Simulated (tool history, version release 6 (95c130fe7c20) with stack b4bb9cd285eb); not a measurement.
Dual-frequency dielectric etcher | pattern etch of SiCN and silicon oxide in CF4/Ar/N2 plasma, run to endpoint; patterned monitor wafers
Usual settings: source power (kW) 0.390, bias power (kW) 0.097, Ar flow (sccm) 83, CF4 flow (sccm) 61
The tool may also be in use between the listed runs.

run   hour  source power (kW)  bias power (kW)  Ar flow (sccm)  CF4 flow (sccm)  incoming incoming film thickness, nm  endpoint time (s)
  1    0.0              0.430            0.097              83               61                                 14.18               14.6
  2   17.2              0.390            0.112              83               61                                 14.18               15.3
  3   96.8              0.450            0.097              83               61                                 14.22               14.0
  4  125.1              0.390            0.110              83               68                                 14.16               15.1
  5  155.4              0.390            0.097              83               61                                 14.28               16.5
  6  168.3              0.390            0.097              66               61                                 14.13               16.0
  7  194.6              0.390            0.097              66               61                                 14.29               16.2
  8  216.8              0.390            0.097              66               61                                 14.25               16.2
     230.8  -- Ar flow controller replaced
  9  233.4              0.440            0.097              75               56                                 14.06               14.6
     271.1  -- wet clean of the chamber
     283.9  -- source power generator calibrated
     294.1  -- upper electrode replaced
 10  294.6              0.480            0.117              83               61                                 14.11               12.0
     307.5  -- CF4 flow controller replaced
     333.2  -- bias power generator calibrated
 11  336.6              0.430            0.097             103               67                                 14.32               14.6
 12  353.9              0.310            0.111              83               61                                 14.19               19.4
 13  366.1              0.460            0.097             101               61                                 14.28               13.9
 14  393.7              0.390            0.097              83               68                                 14.15               15.7
 15  412.6              0.390            0.097              89               61                                 14.30               16.3
 16  430.6              0.390            0.097              83               61                                 13.98               15.9
 17  449.0              0.390            0.097             103               73                                 14.28               16.0

3 ways to go on from here, each from the tool as it stands after run 17. What would each give?
  A  449.4              0.390            0.086              83               61                                 14.12                  ?
  B  449.4              0.460            0.097              89               61                                 14.12                  ?
  C  449.4              0.460            0.110              83               47                                 14.12                  ?

run  endpoint time (s)
  A               16.8
  B               13.7
  C               13.8
Without the tool's hidden state the same runs would have given:
run  endpoint time (s)
  A               16.6
  B               13.5
  C               13.6

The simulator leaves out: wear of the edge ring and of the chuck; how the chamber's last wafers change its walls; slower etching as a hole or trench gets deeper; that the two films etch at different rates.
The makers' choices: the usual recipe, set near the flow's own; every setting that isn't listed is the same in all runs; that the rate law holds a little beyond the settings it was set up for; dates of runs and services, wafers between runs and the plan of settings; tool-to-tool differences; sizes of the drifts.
